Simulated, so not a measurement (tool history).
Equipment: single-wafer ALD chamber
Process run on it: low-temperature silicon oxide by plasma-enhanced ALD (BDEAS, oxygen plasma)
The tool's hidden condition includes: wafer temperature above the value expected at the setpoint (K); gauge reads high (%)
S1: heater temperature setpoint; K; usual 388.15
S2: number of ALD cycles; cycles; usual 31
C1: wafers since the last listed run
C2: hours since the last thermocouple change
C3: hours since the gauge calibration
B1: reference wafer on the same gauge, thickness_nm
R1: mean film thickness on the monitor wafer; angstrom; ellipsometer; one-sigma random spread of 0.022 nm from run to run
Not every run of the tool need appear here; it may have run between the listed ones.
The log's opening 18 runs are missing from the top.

run 19 hour=254.0 | S1=376.15 S2=27 | C1=78 C2=639.4 C3=71.9 | B1=3.512 | R1=36.78
run 20 hour=265.4 | S1=388.15 S2=31 | C1=85 C2=650.8 C3=83.3 | B1=3.513 | R1=40.99
run 21 hour=283.0 | S1=388.15 S2=31 | C1=132 C2=668.4 C3=100.9 | B1=3.513 | R1=41.30
run 22 hour=296.4 | S1=397.15 S2=31 | C1=100 C2=681.8 C3=114.3 | B1=3.511 | R1=40.37
run 23 hour=312.7 | S1=375.15 S2=35 | C1=122 C2=698.1 C3=130.6 | B1=3.510 | R1=47.11
run 24 hour=326.3 | S1=373.15 S2=34 | C1=102 C2=711.7 C3=144.2 | B1=3.512 | R1=45.89
run 25 hour=341.5 | S1=399.15 S2=37 | C1=114 C2=726.9 C3=159.4 | B1=3.518 | R1=48.55
run 26 hour=359.2 | S1=388.15 S2=31 | C1=133 C2=744.6 C3=177.1 | B1=3.503 | R1=41.20
run 27 hour=375.5 | S1=382.15 S2=29 | C1=122 C2=760.9 C3=193.4 | B1=3.512 | R1=38.76
run 28 hour=390.4 | S1=402.15 S2=28 | C1=112 C2=775.8 C3=208.3 | B1=3.508 | R1=36.52
run 29 hour=406.2 | S1=377.15 S2=31 | C1=118 C2=791.6 C3=224.1 | B1=3.509 | R1=41.44
run 30 hour=421.9 | S1=388.15 S2=31 | C1=118 C2=807.3 C3=239.8 | B1=3.513 | R1=40.90
-- hour=433.3 thermocouple changed; heater temperature recalibrated
run 31 hour=439.4 | S1=383.15 S2=36 | C1=71 C2=6.1 C3=257.3 | B1=3.512 | R1=48.58
run 32 hour=456.1 | S1=382.15 S2=29 | C1=125 C2=22.8 C3=274.0 | B1=3.505 | R1=38.81
run 33 hour=471.5 | S1=377.15 S2=29 | C1=115 C2=38.2 C3=289.4 | B1=3.506 | R1=39.17
run 34 hour=479.7 | S1=388.15 S2=31 | C1=61 C2=46.4 C3=297.6 | B1=3.508 | R1=41.19
run 35 hour=487.2 | S1=398.15 S2=37 | C1=56 C2=53.9 C3=305.1 | B1=3.513 | R1=48.57
run 36 hour=498.2 | S1=388.15 S2=31 | C1=82 C2=64.9 C3=316.1 | B1=3.507 | R1=41.25
run 37 hour=508.8 | S1=388.15 S2=31 | C1=79 C2=75.5 C3=326.7 | B1=3.507 | R1=41.33
run 38 hour=516.1 | S1=402.15 S2=37 | C1=54 C2=82.8 C3=334.0 | B1=3.509 | R1=48.10
run 39 hour=529.4 | S1=400.15 S2=36 | C1=100 C2=96.1 C3=347.3 | B1=3.518 | R1=46.90

Run 40 has not been measured yet. What should we expect?
run 40 hour=537.1 | S1=396.15 S2=26 | C1=57 C2=103.8 C3=355.0 | B1=? | R1=?

B1: 3.515
R1: 34.02 angstrom
Without the tool's hidden state the same run would have given R1 34.02 angstrom.
